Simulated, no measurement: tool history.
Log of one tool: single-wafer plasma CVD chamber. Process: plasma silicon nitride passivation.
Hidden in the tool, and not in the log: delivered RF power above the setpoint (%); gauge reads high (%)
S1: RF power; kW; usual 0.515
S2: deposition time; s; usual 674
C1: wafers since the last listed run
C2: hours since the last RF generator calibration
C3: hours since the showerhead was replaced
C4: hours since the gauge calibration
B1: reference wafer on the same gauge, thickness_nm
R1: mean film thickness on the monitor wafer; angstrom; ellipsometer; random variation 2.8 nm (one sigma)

{"run": 1, "day": 0.0, "S1": 0.49, "S2": 771, "C1": 0, "C2": 921.6, "C3": 5321.5, "C4": 419.5, "B1": 988.452, "R1": 11200.04}
{"day": 0.854, "done": "RF generator calibrated"}
{"run": 2, "day": 1.904, "S1": 0.49, "S2": 771, "C1": 90, "C2": 25.2, "C3": 5367.2, "C4": 465.2, "B1": 989.517, "R1": 11212.42}
{"run": 3, "day": 4.108, "S1": 0.49, "S2": 771, "C1": 126, "C2": 78.1, "C3": 5420.1, "C4": 518.1, "B1": 990.254, "R1": 11292.88}
{"run": 4, "day": 5.225, "S1": 0.515, "S2": 674, "C1": 64, "C2": 104.9, "C3": 5446.9, "C4": 544.9, "B1": 990.876, "R1": 10026.42}
{"run": 5, "day": 12.838, "S1": 0.515, "S2": 674, "C1": 437, "C2": 287.6, "C3": 5629.6, "C4": 727.6, "B1": 994.531, "R1": 10084.53}
{"run": 6, "day": 14.512, "S1": 0.515, "S2": 674, "C1": 96, "C2": 327.8, "C3": 5669.8, "C4": 767.8, "B1": 994.905, "R1": 10053.04}
{"run": 7, "day": 17.342, "S1": 0.515, "S2": 674, "C1": 162, "C2": 395.7, "C3": 5737.7, "C4": 835.7, "B1": 995.981, "R1": 10058.68}
{"run": 8, "day": 18.5, "S1": 0.515, "S2": 674, "C1": 66, "C2": 423.5, "C3": 5765.5, "C4": 863.5, "B1": 995.604, "R1": 10096.66}
{"run": 9, "day": 21.283, "S1": 0.515, "S2": 674, "C1": 159, "C2": 490.3, "C3": 5832.3, "C4": 930.3, "B1": 996.696, "R1": 10069.45}
{"run": 10, "day": 23.017, "S1": 0.515, "S2": 674, "C1": 99, "C2": 531.9, "C3": 5873.9, "C4": 971.9, "B1": 996.257, "R1": 10103.03}
{"run": 11, "day": 24.058, "S1": 0.515, "S2": 674, "C1": 59, "C2": 556.9, "C3": 5898.9, "C4": 996.9, "B1": 997.096, "R1": 10059.25}
{"run": 12, "day": 25.125, "S1": 0.515, "S2": 674, "C1": 61, "C2": 582.5, "C3": 5924.5, "C4": 1022.5, "B1": 997.342, "R1": 10149.25}
{"run": 13, "day": 28.0, "S1": 0.45, "S2": 602, "C1": 165, "C2": 651.5, "C3": 5993.5, "C4": 1091.5, "B1": 997.934, "R1": 8562.19}
{"run": 14, "day": 29.512, "S1": 0.455, "S2": 590, "C1": 86, "C2": 687.8, "C3": 6029.8, "C4": 1127.8, "B1": 998.082, "R1": 8422.7}
{"run": 15, "day": 31.188, "S1": 0.55, "S2": 635, "C1": 96, "C2": 728, "C3": 6070, "C4": 1168, "B1": 998.173, "R1": 9757.11}
{"run": 16, "day": 32.442, "S1": 0.43, "S2": 708, "C1": 72, "C2": 758.1, "C3": 6100.1, "C4": 1198.1, "B1": 998.492, "R1": 9932.4}
{"day": 34.029, "done": "showerhead replaced"}
{"run": 17, "day": 34.05, "S1": 0.515, "S2": 777, "C1": 73, "C2": 796.7, "C3": 0.5, "C4": 1236.7, "B1": 997.976, "R1": 11657.7}
{"day": 37.712, "done": "RF generator calibrated"}
{"day": 38.304, "done": "gauge calibrated"}
{"run": 18, "day": 39.354, "S1": 0.56, "S2": 604, "C1": 285, "C2": 39.4, "C3": 127.8, "C4": 25.2, "B1": 970.23, "R1": 9073.68}
{"run": 19, "day": 41.45, "S1": 0.485, "S2": 575, "C1": 120, "C2": 89.7, "C3": 178.1, "C4": 75.5, "B1": 973.884, "R1": 8190.99}
{"run": 20, "day": 43.367, "S1": 0.455, "S2": 772, "C1": 110, "C2": 135.7, "C3": 224.1, "C4": 121.5, "B1": 976.851, "R1": 10861.85}
{"run": 21, "day": 46.333, "S1": 0.445, "S2": 555, "C1": 170, "C2": 206.9, "C3": 295.3, "C4": 192.7, "B1": 980.756, "R1": 7755.97}
{"run": 22, "day": 48.942, "S1": 0.575, "S2": 615, "C1": 149, "C2": 269.5, "C3": 357.9, "C4": 255.3, "B1": 982.883, "R1": 9447.6}
{"run": 23, "day": 50.708, "S1": 0.515, "S2": 674, "C1": 101, "C2": 311.9, "C3": 400.3, "C4": 297.7, "B1": 985.145, "R1": 9980.9}
{"run": 24, "day": 53.325, "S1": 0.49, "S2": 771, "C1": 150, "C2": 374.7, "C3": 463.1, "C4": 360.5, "B1": 986.348, "R1": 11223.03}

4 ways to go on from here, each from the tool as it stands after run 24. What would each give?
{"run": "A", "day": 53.35, "S1": 0.515, "S2": 674, "C1": 1, "C2": 375.3, "C3": 463.7, "C4": 361.1, "B1": "?", "R1": "?"}
{"run": "B", "day": 53.35, "S1": 0.565, "S2": 553, "C1": 1, "C2": 375.3, "C3": 463.7, "C4": 361.1, "B1": "?", "R1": "?"}
{"run": "C", "day": 53.35, "S1": 0.515, "S2": 549, "C1": 1, "C2": 375.3, "C3": 463.7, "C4": 361.1, "B1": "?", "R1": "?"}
{"run": "D", "day": 53.35, "S1": 0.46, "S2": 786, "C1": 1, "C2": 375.3, "C3": 463.7, "C4": 361.1, "B1": "?", "R1": "?"}

run=A B1=986.925 R1=9960.26
run=B B1=986.925 R1=8443.25
run=C B1=986.925 R1=8113.03
run=D B1=986.925 R1=11153.82
Without the tool's hidden state the same runs would have given:
run=A R1=9796.85
run=B R1=8304.73
run=C R1=7979.92
run=D R1=10970.83
